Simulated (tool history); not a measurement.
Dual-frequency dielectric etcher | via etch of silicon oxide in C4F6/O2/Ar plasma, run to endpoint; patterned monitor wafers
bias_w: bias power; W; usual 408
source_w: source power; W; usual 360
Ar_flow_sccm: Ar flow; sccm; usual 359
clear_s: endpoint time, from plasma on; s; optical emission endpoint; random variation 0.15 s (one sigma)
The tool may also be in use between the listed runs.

run    hour  bias_w  source_w  Ar_flow_sccm  wafers since the last listed run  hours since the last wet clean  hours since the last bias power generator calibration  hours since the last source power generator calibration  hours since the last Ar flow controller change  hours since the last upper electrode change  incoming incoming film thickness, nm  clear_s
  1       0     474       360           359                                 0                           330.3                                                 2158.5                                                   2019.8                                          3296.1                                         2078                                    90     21.1
  2    60.4     474       360           359                               658                           390.7                                                 2218.9                                                   2080.2                                          3356.5                                       2138.4                                  90.7     21.3
      147.3  -- wet clean of the chamber
  3   156.2     474       360           359                               782                             8.9                                                 2314.7                                                     2176                                          3452.3                                       2234.2                                  90.3     20.2
  4   200.3     408       360           359                               480                              53                                                 2358.8                                                   2220.1                                          3496.4                                       2278.3                                  89.9     20.9
  5   306.1     408       360           341                              1152                           158.8                                                 2464.6                                                   2325.9                                          3602.2                                       2384.1                                  90.6     21.1
  6   351.4     408       360           341                               493                           204.1                                                 2509.9                                                   2371.2                                          3647.5                                       2429.4                                  90.6       21
  7   391.4     408       360           341                               435                           244.1                                                 2549.9                                                   2411.2                                          3687.5                                       2469.4                                  89.6     20.8
  8     464     453       360           359                               791                           316.7                                                 2622.5                                                   2483.8                                          3760.1                                         2542                                  89.5     20.5
      506.4  -- upper electrode replaced
  9   550.2     408       360           359                               677                           402.9                                                 2708.7                                                     2570                                          3846.3                                         43.8                                  90.4     21.5
 10   619.3     408       360           359                               752                             472                                                 2777.8                                                   2639.1                                          3915.4                                        112.9                                  89.9     21.2
      677.2  -- wet clean of the chamber
 11   677.7     408       360           359                               374                             0.5                                                 2836.2                                                   2697.5                                          3973.8                                        171.3                                  89.5     20.8
 12   759.6     328       400           359                               892                            82.4                                                 2918.1                                                   2779.4                                          4055.7                                        253.2                                  90.1     21.5
 13   879.8     408       300           359                              1309                           202.6                                                 3038.3                                                   2899.6                                          4175.9                                        373.4                                  90.1     22.3
 14   975.5     351       290           359                              1042                           298.3                                                   3134                                                   2995.3                                          4271.6                                        469.1                                  90.7     23.3
 15  1066.8     485       360           286                               994                           389.6                                                 3225.3                                                   3086.6                                          4362.9                                        560.4                                  90.2     20.6
 16  1142.1     495       300           275                               820                           464.9                                                 3300.6                                                   3161.9                                          4438.2                                        635.7                                  89.7     21.4
     1156.7  -- Ar flow controller replaced
     1187.6  -- bias power generator calibrated
     1219.6  -- wet clean of the chamber
 17    1238     367       390           417                               674                            18.4                                                   50.4                                                   3257.8                                            81.3                                        731.6                                  90.5     21.4
 18  1283.2     369       420           302                               492                            63.6                                                   95.6                                                     3303                                           126.5                                        776.8                                  89.3     19.9
     1369.9  -- source power generator calibrated
 19  1372.6     354       360           304                               930                             153                                                    185                                                      2.7                                           215.9                                        866.2                                  89.6     21.2
 20  1447.7     504       440           279                               818                           228.1                                                  260.1                                                     77.8                                             291                                        941.3                                  90.4     18.8
 21  1487.7     361       300           433                               435                           268.1                                                  300.1                                                    117.8                                             331                                        981.3                                  88.8     23.1
 22  1582.9     408       360           359                              1037                           363.3                                                  395.3                                                      213                                           426.2                                       1076.5                                    91     21.6
 23  1675.7     408       360           359                              1011                           456.1                                                  488.1                                                    305.8                                             519                                       1169.3                                  90.6     21.7
 24  1747.2     408       360           382                               779                           527.6                                                  559.6                                                    377.3                                           590.5                                       1240.8                                  90.3       22
     1778.3  -- wet clean of the chamber
 25  1807.3     497       450           359                               393                              29                                                  619.7                                                    437.4                                           650.6                                       1300.9                                  91.3     19.1
 26  1862.6     408       290           418                               602                            84.3                                                    675                                                    492.7                                           705.9                                       1356.2                                  90.5     22.8
 27  1941.5     408       360           382                               859                           163.2                                                  753.9                                                    571.6                                           784.8                                       1435.1                                  89.5     21.1
 28  2024.6     408       310           359                               905                           246.3                                                    837                                                    654.7                                           867.9                                       1518.2                                    90       22
 29  2091.7     408       360           359                               731                           313.4                                                  904.1                                                    721.8                                             935                                       1585.3                                  89.2     20.9

Hidden state at the last listed run before each entry between runs and at the first one after, where it differs:
Between runs 2 and 3: wet clean of the chamber (hour 147.3)
  etch rate over this chamber's usual, %: -3.8 -> 1.01
  measured less the result without the state, clear_s: +0.9 -> -0.2 s
Between runs 8 and 9: upper electrode replaced (hour 506.4)
  etch rate over this chamber's usual, %: -1.69 -> -2.44
  measured less the result without the state, clear_s: +0.3 -> +0.5 s
Between runs 10 and 11: wet clean of the chamber (hour 677.2)
  etch rate over this chamber's usual, %: -3.04 -> -0.329
  measured less the result without the state, clear_s: +0.6 -> +0 s
Between runs 16 and 17: Ar flow controller replaced (hour 1156.7); bias power generator calibrated (hour 1187.6); wet clean of the chamber (hour 1219.6)
  etch rate over this chamber's usual, %: -4.39 -> 0.286
  measured less the result without the state, clear_s: +0.9 -> -0.1 s
Between runs 18 and 19: source power generator calibrated (hour 1369.9)
  etch rate over this chamber's usual, %: -0.11 -> -0.892
  measured less the result without the state, clear_s: +0 -> +0.2 s
Between runs 24 and 25: wet clean of the chamber (hour 1778.3)
  etch rate over this chamber's usual, %: -4.17 -> -0.0615
  measured less the result without the state, clear_s: +0.9 -> +0 s
